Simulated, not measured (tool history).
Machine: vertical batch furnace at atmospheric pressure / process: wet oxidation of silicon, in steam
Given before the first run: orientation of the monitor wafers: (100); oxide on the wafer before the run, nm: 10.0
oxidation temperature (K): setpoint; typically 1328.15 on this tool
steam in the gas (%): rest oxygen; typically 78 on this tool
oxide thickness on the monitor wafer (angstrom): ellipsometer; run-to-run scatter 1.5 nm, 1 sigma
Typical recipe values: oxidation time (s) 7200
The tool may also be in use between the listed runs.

| run | day | oxidation temperature (K) | oxidation time (s) | steam in the gas (%) | wafers since the last listed run | hours since the last temperature calibration | hours since the steam generator was serviced | hours since the gauge calibration | read-back reference wafer on the same gauge, thickness | oxide thickness on the monitor wafer (angstrom) |
|---|---|---|---|---|---|---|---|---|---|---|
| 1 | 0 | 1328.15 | 7200 | 78 | 0 | 4223.8 | 2648.7 | 228.2 | 642.71 | 7599.3 |
| 2 | 1.046 | 1328.15 | 7200 | 78 | 240 | 4248.9 | 2673.8 | 253.3 | 642.88 | 7599.7 |
| 3 | 1.825 | 1328.15 | 7200 | 78 | 178 | 4267.6 | 2692.5 | 272 | 642.94 | 7583.4 |
| 4 | 3.2 | 1328.15 | 7200 | 78 | 315 | 4300.6 | 2725.5 | 305 | 642.91 | 7581.6 |
| 5 | 3.792 | 1348.15 | 7200 | 78 | 135 | 4314.8 | 2739.7 | 319.2 | 642.85 | 8255.4 |
| 6 | 5.158 | 1348.15 | 7200 | 78 | 313 | 4347.6 | 2772.5 | 352 | 643.04 | 8272.3 |
| 7 | 6.229 | 1348.15 | 7200 | 78 | 245 | 4373.3 | 2798.2 | 377.7 | 642.7 | 8254.1 |
|  | 10.188 | steam generator serviced |
|  | 11.038 | thermocouples replaced and temperature profile calibrated |
| 8 | 11.058 | 1328.15 | 7200 | 78 | 683 | 0.5 | 20.9 | 493.6 | 642.88 | 7388.4 |
| 9 | 11.321 | 1328.15 | 7200 | 78 | 60 | 6.8 | 27.2 | 499.9 | 643.1 | 7384.2 |
| 10 | 11.583 | 1339.15 | 7200 | 81 | 60 | 13.1 | 33.5 | 506.2 | 643.19 | 7934.1 |
| 11 | 12.45 | 1328.15 | 7200 | 78 | 198 | 33.9 | 54.3 | 527 | 642.57 | 7380.9 |
| 12 | 13.179 | 1311.15 | 9570 | 90 | 167 | 51.4 | 71.8 | 544.5 | 643.12 | 8776.5 |
|  | 15.204 | steam generator serviced, repeated, since the last time left the tool worse |
| 13 | 15.225 | 1328.15 | 7200 | 78 | 240 | 100.5 | 0.5 | 593.6 | 642.8 | 7822.1 |
| 14 | 15.85 | 1341.15 | 9060 | 86 | 143 | 115.5 | 15.5 | 608.6 | 643.04 | 9955.5 |
|  | 15.929 | gauge calibrated |
| 15 | 16.4 | 1339.15 | 9570 | 81 | 126 | 128.7 | 28.7 | 11.3 | 642.91 | 9846.3 |
| 16 | 16.958 | 1350.15 | 7200 | 88 | 128 | 142.1 | 42.1 | 24.7 | 642.74 | 9226.4 |
| 17 | 17.546 | 1348.15 | 7200 | 78 | 134 | 156.2 | 56.2 | 38.8 | 642.98 | 8553.1 |
| 18 | 18.583 | 1338.15 | 4590 | 68 | 238 | 181.1 | 81.1 | 63.7 | 643.11 | 5831.4 |
| 19 | 22.983 | 1351.15 | 7200 | 81 | 1010 | 286.7 | 186.7 | 169.3 | 642.88 | 8791.1 |

Forecast each of these 4 alternatives for the next run:
| A | 23.25 | 1328.15 | 7200 | 78 | 61 | 293.1 | 193.1 | 175.7 | ? | ? |
| B | 23.25 | 1336.15 | 7200 | 85 | 61 | 293.1 | 193.1 | 175.7 | ? | ? |
| C | 23.25 | 1335.15 | 5280 | 71 | 61 | 293.1 | 193.1 | 175.7 | ? | ? |
| D | 23.25 | 1317.15 | 6240 | 88 | 61 | 293.1 | 193.1 | 175.7 | ? | ? |

| run | read-back reference wafer on the same gauge, thickness | oxide thickness on the monitor wafer (angstrom) |
|---|---|---|
| A | 643.15 | 7827.7 |
| B | 643.15 | 8515.2 |
| C | 643.15 | 6393.9 |
| D | 643.15 | 7343 |
With no hidden state in the tool, these same runs would have given:
| run | oxide thickness on the monitor wafer (angstrom) |
|---|---|
| A | 7864.1 |
| B | 8554.1 |
| C | 6424.1 |
| D | 7377.9 |
